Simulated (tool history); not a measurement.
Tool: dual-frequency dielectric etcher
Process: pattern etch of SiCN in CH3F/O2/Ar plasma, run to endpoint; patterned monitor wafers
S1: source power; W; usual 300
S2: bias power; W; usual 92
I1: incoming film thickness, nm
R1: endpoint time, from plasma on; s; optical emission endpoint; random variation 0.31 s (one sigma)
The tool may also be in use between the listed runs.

{"run": 1, "day": 0.0, "S1": 300, "S2": 92, "I1": 11.42, "R1": 36.3}
{"run": 2, "day": 1.342, "S1": 300, "S2": 92, "I1": 11.42, "R1": 36.3}
{"run": 3, "day": 2.696, "S1": 300, "S2": 92, "I1": 11.4, "R1": 36.7}
{"run": 4, "day": 3.333, "S1": 300, "S2": 92, "I1": 11.34, "R1": 36.4}
{"run": 5, "day": 4.358, "S1": 300, "S2": 92, "I1": 11.47, "R1": 37.4}
{"run": 6, "day": 5.242, "S1": 300, "S2": 82, "I1": 11.53, "R1": 38.3}
{"run": 7, "day": 6.171, "S1": 300, "S2": 92, "I1": 11.4, "R1": 37.0}
{"run": 8, "day": 7.454, "S1": 320, "S2": 105, "I1": 11.3, "R1": 35.2}
{"run": 9, "day": 8.708, "S1": 320, "S2": 105, "I1": 11.35, "R1": 35.0}
{"run": 10, "day": 9.408, "S1": 320, "S2": 105, "I1": 11.4, "R1": 35.4}
{"run": 11, "day": 10.542, "S1": 270, "S2": 92, "I1": 11.4, "R1": 37.9}
{"run": 12, "day": 11.725, "S1": 220, "S2": 71, "I1": 11.44, "R1": 43.9}
{"run": 13, "day": 12.458, "S1": 250, "S2": 85, "I1": 11.33, "R1": 40.5}
{"day": 13.412, "done": "source power generator calibrated"}
{"day": 13.496, "done": "wet clean of the chamber"}
{"run": 14, "day": 13.517, "S1": 360, "S2": 99, "I1": 11.31, "R1": 32.8}
{"day": 15.667, "done": "bias power generator calibrated"}
{"run": 15, "day": 15.696, "S1": 300, "S2": 92, "I1": 11.34, "R1": 35.7}
{"day": 17.367, "done": "upper electrode replaced, of another model than before"}
{"run": 16, "day": 17.388, "S1": 350, "S2": 92, "I1": 11.39, "R1": 33.7}
{"run": 17, "day": 17.9, "S1": 270, "S2": 113, "I1": 11.51, "R1": 34.5}
{"run": 18, "day": 18.738, "S1": 220, "S2": 92, "I1": 11.34, "R1": 41.0}
{"run": 19, "day": 20.55, "S1": 260, "S2": 76, "I1": 11.49, "R1": 41.5}
{"run": 20, "day": 21.221, "S1": 300, "S2": 92, "I1": 11.28, "R1": 35.6}
{"run": 21, "day": 22.083, "S1": 370, "S2": 103, "I1": 11.58, "R1": 31.9}
{"run": 22, "day": 23.325, "S1": 260, "S2": 92, "I1": 11.38, "R1": 39.1}
{"run": 23, "day": 24.558, "S1": 300, "S2": 92, "I1": 11.43, "R1": 36.0}

Forecast each of these 5 alternatives for the next run:
{"run": "A", "day": 24.575, "S1": 300, "S2": 92, "I1": 11.36, "R1": "?"}
{"run": "B", "day": 24.575, "S1": 300, "S2": 112, "I1": 11.36, "R1": "?"}
{"run": "C", "day": 24.575, "S1": 230, "S2": 70, "I1": 11.36, "R1": "?"}
{"run": "D", "day": 24.575, "S1": 300, "S2": 73, "I1": 11.36, "R1": "?"}
{"run": "E", "day": 24.575, "S1": 370, "S2": 100, "I1": 11.36, "R1": "?"}

run=A R1=36.8
run=B R1=34.1
run=C R1=45.8
run=D R1=40.1
run=E R1=32.6
Without the tool's hidden state the same runs would have given:
run=A R1=35.7
run=B R1=33.2
run=C R1=44.5
run=D R1=38.9
run=E R1=31.7
